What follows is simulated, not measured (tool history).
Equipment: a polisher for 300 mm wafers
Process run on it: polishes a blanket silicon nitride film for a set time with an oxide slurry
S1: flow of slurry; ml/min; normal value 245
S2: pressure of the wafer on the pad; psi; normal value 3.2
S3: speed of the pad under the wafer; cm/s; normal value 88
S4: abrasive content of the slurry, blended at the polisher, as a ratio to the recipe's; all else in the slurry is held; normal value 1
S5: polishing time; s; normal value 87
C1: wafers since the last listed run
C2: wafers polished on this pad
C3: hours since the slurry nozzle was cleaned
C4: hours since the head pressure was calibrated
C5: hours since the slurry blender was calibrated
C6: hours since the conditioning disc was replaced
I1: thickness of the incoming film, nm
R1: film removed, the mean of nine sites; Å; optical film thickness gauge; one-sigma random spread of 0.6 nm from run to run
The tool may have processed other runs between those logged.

| run | hour | S1 | S2 | S3 | S4 | S5 | C1 | C2 | C3 | C4 | C5 | C6 | I1 | R1 |
|---|---|---|---|---|---|---|---|---|---|---|---|---|---|---|
| 1 | 0 | 245 | 3.2 | 102 | 1 | 87 | 0 | 3 | 31.2 | 27.7 | 48.7 | 26 | 522.4 | 550 |
| 2 | 12.2 | 245 | 3.2 | 102 | 1 | 87 | 94 | 98 | 43.4 | 39.9 | 60.9 | 38.2 | 512.4 | 540 |
| 3 | 21.8 | 245 | 3.2 | 80 | 1 | 87 | 74 | 172 | 53 | 49.5 | 70.5 | 47.8 | 516.4 | 482 |
| 4 | 27.9 | 245 | 3.2 | 80 | 1 | 87 | 47 | 220 | 59.1 | 55.6 | 76.6 | 53.9 | 509.6 | 475 |
| 5 | 36.5 | 245 | 3.2 | 104 | 1 | 87 | 66 | 286 | 67.7 | 64.2 | 85.2 | 62.5 | 516.4 | 529 |
| 6 | 53.9 | 310 | 3.5 | 60 | 1 | 79 | 134 | 421 | 85.1 | 81.6 | 102.6 | 79.9 | 511.6 | 409 |
| 7 | 70.6 | 245 | 3.2 | 104 | 1 | 87 | 129 | 551 | 101.8 | 98.3 | 119.3 | 96.6 | 526.2 | 533 |
| 8 | 82.3 | 245 | 3.2 | 88 | 1 | 87 | 90 | 642 | 113.5 | 110 | 131 | 108.3 | 518.2 | 480 |
| 9 | 89.6 | 245 | 3.2 | 88 | 1 | 87 | 56 | 698 | 120.8 | 117.3 | 138.3 | 115.6 | 523 | 481 |
| 10 | 101.6 | 245 | 3.2 | 100 | 1 | 78 | 93 | 791 | 132.8 | 129.3 | 150.3 | 127.6 | 526.2 | 460 |
|  | 110.3 | worn pad replaced by a new one |
| 11 | 116.8 | 325 | 2.4 | 74 | 1.1 | 87 | 86 | 50 | 148 | 144.5 | 165.5 | 142.8 | 523.3 | 372 |
| 12 | 131.2 | 170 | 4 | 70 | 1.1 | 87 | 111 | 162 | 162.4 | 158.9 | 179.9 | 157.2 | 508.9 | 543 |
| 13 | 146.8 | 245 | 3.2 | 88 | 1 | 78 | 120 | 283 | 178 | 174.5 | 195.5 | 172.8 | 521.4 | 434 |
| 14 | 154.6 | 165 | 3.2 | 88 | 1.3 | 87 | 60 | 343 | 185.8 | 182.3 | 203.3 | 180.6 | 523.2 | 528 |
| 15 | 165.6 | 245 | 3.2 | 88 | 1 | 87 | 85 | 428 | 196.8 | 193.3 | 214.3 | 191.6 | 522.8 | 465 |
| 16 | 174.1 | 245 | 3.7 | 88 | 1.2 | 87 | 65 | 494 | 205.3 | 201.8 | 222.8 | 200.1 | 520.6 | 578 |
| 17 | 182.7 | 245 | 3.2 | 88 | 1 | 87 | 66 | 561 | 213.9 | 210.4 | 231.4 | 208.7 | 512.5 | 477 |
| 18 | 199.3 | 245 | 3.2 | 88 | 1 | 87 | 128 | 690 | 230.5 | 227 | 248 | 225.3 | 518.6 | 472 |
|  | 210.2 | worn pad replaced by a new one |
| 19 | 216.7 | 245 | 3.2 | 110 | 1 | 99 | 103 | 50 | 247.9 | 244.4 | 265.4 | 242.7 | 514.3 | 599 |
| 20 | 226.5 | 245 | 4.3 | 112 | 1 | 87 | 75 | 126 | 257.7 | 254.2 | 275.2 | 252.5 | 509.9 | 689 |
| 21 | 234.2 | 245 | 2.1 | 110 | 1 | 104 | 59 | 185 | 265.4 | 261.9 | 282.9 | 260.2 | 519.2 | 447 |
| 22 | 244.6 | 245 | 4.2 | 114 | 0.85 | 98 | 80 | 266 | 275.8 | 272.3 | 293.3 | 270.6 | 528.3 | 699 |
| 23 | 254.8 | 245 | 3.2 | 88 | 1 | 87 | 79 | 345 | 286 | 282.5 | 303.5 | 280.8 | 525.6 | 467 |
| 24 | 272.4 | 245 | 3.2 | 88 | 1 | 87 | 136 | 482 | 303.6 | 300.1 | 321.1 | 298.4 | 523.8 | 474 |
| 25 | 281.9 | 215 | 2.9 | 88 | 1 | 60 | 73 | 555 | 313.1 | 309.6 | 330.6 | 307.9 | 518 | 301 |
| 26 | 296.4 | 245 | 3.2 | 88 | 1 | 65 | 112 | 668 | 327.6 | 324.1 | 345.1 | 322.4 | 518.6 | 351 |
|  | 301.5 | slurry nozzle cleaned |
|  | 305.6 | worn pad replaced by a new one |
| 27 | 311.7 | 245 | 3.2 | 88 | 1 | 87 | 79 | 47 | 10.2 | 339.4 | 360.4 | 337.7 | 516.5 | 466 |

What if the next run were any one of these 3? Each begins from the tool's condition after run 27:
| A | 312.1 | 245 | 3.2 | 64 | 1 | 87 | 3 | 50 | 10.6 | 339.8 | 360.8 | 338.1 | 521.2 | ? |
| B | 312.1 | 245 | 2.9 | 60 | 1.2 | 87 | 3 | 50 | 10.6 | 339.8 | 360.8 | 338.1 | 521.2 | ? |
| C | 312.1 | 245 | 2.6 | 100 | 1.15 | 87 | 3 | 50 | 10.6 | 339.8 | 360.8 | 338.1 | 521.2 | ? |

| run | R1 |
|---|---|
| A | 409 |
| B | 400 |
| C | 453 |
Stripped of hidden state, with their random variation kept, the same runs would have yielded:
| run | R1 |
|---|---|
| A | 455 |
| B | 441 |
| C | 499 |

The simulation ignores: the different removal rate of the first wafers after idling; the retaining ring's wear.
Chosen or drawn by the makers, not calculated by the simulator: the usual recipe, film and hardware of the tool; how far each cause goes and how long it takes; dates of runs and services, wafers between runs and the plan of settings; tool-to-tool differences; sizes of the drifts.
